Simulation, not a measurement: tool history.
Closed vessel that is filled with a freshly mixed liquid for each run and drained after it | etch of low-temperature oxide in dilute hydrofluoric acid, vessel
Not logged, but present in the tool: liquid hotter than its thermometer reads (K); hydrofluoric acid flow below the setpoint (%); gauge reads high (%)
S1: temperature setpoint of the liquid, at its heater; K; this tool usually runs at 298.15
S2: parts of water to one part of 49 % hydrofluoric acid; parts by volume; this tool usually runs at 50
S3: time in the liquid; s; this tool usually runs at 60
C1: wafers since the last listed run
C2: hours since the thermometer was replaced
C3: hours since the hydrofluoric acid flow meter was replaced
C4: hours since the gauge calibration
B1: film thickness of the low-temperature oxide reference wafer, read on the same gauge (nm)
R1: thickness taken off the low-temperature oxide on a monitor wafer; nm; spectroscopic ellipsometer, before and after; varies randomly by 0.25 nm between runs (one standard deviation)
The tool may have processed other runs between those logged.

run,hour,S1,S2,S3,C1,C2,C3,C4,B1,R1
1,0,298.15,50,60,0,1419.9,1045.1,1224.2,119.98,49.83
2,24.6,298.15,50,60,1849,1444.5,1069.7,1248.8,120.02,50.28
3,79.7,298.15,50,60,4141,1499.6,1124.8,1303.9,120.01,49.79
4,126.7,298.15,50,60,3532,1546.6,1171.8,1350.9,120.07,50.4
5,154.6,298.15,50,60,2097,1574.5,1199.7,1378.8,119.98,50.45
6,194.8,298.15,50,60,3021,1614.7,1239.9,1419,120.02,50.35
7,233.4,298.15,50,60,2901,1653.3,1278.5,1457.6,119.98,49.65
8,259.2,298.15,50,60,1939,1679.1,1304.3,1483.4,120.04,49.72
9,299.1,298.15,50,60,2999,1719,1344.2,1523.3,120,49.9
10,369.8,299.15,50,60,5314,1789.7,1414.9,1594,120.02,51.72
11,413.8,299.15,50,60,3307,1833.7,1458.9,1638,119.97,51.96
12,476.7,299.15,50,60,4727,1896.6,1521.8,1700.9,120.02,51.94
13,500.9,301.15,65,90,1818,1920.8,1546,1725.1,120.01,63.05
14,532.3,298.15,50,30,2360,1952.2,1577.4,1756.5,119.98,24.81
15,603.5,298.15,50,60,5351,2023.4,1648.6,1827.7,119.97,49.86
16,639.1,296.15,75,90,2675,2059,1684.2,1863.3,120,44.75
# hour 663.9: thermometer replaced
# hour 711.7: gauge calibrated
17,806.4,298.15,50,60,12499,142.5,1851.5,94.7,120.02,48.97
18,847.2,296.65,65,70,3066,183.3,1892.3,135.5,120.02,40.42
19,879.9,298.15,50,60,2457,216,1925,168.2,119.96,49.25
20,948.7,294.15,75,60,5171,284.8,1993.8,237,119.98,27.11
21,1008.1,296.65,65,70,4464,344.2,2053.2,296.4,119.99,40.72
22,1057.4,294.65,30,30,3705,393.5,2102.5,345.7,120,36.3
23,1095.8,298.15,50,60,2886,431.9,2140.9,384.1,119.98,49.24
# hour 1144.4: hydrofluoric acid flow meter replaced
24,1152.4,298.15,50,60,4179,488.5,8,440.7,120.04,51
25,1210.6,298.15,50,60,4374,546.7,66.2,498.9,119.97,51.14
26,1275.9,302.15,35,45,4908,612,131.5,564.2,120.02,65.55
27,1300.8,296.15,60,80,1871,636.9,156.4,589.1,119.99,50.78
28,1367.7,303.15,50,70,5028,703.8,223.3,656,120.03,72.62
29,1412,298.15,50,35,3329,748.1,267.6,700.3,120.01,29.56
30,1477.7,298.15,50,60,4938,813.8,333.3,766,120.02,50.44
31,1506.9,298.15,60,60,2194,843,362.5,795.2,119.96,41.95
32,1577.2,294.65,70,30,5284,913.3,432.8,865.5,120.05,15.22
33,1636.6,298.15,40,80,4464,972.7,492.2,924.9,120,85.1

The tool's hidden state at each run:
liquid hotter than its thermometer reads (K): 0, the same for each run
gauge reads high (%): 0, the same for each run
H1: hydrofluoric acid flow below the setpoint (%)
run,H1
1,2.02
2,2.06
3,2.16
4,2.24
5,2.29
6,2.36
7,2.43
8,2.48
9,2.55
10,2.67
11,2.75
12,2.86
13,2.9
14,2.96
15,3.08
16,3.15
17,3.44
18,3.51
19,3.57
20,3.69
21,3.8
22,3.88
23,3.95
24,0.505
25,0.608
26,0.723
27,0.767
28,0.885
29,0.963
30,1.08
31,1.13
32,1.25
33,1.36
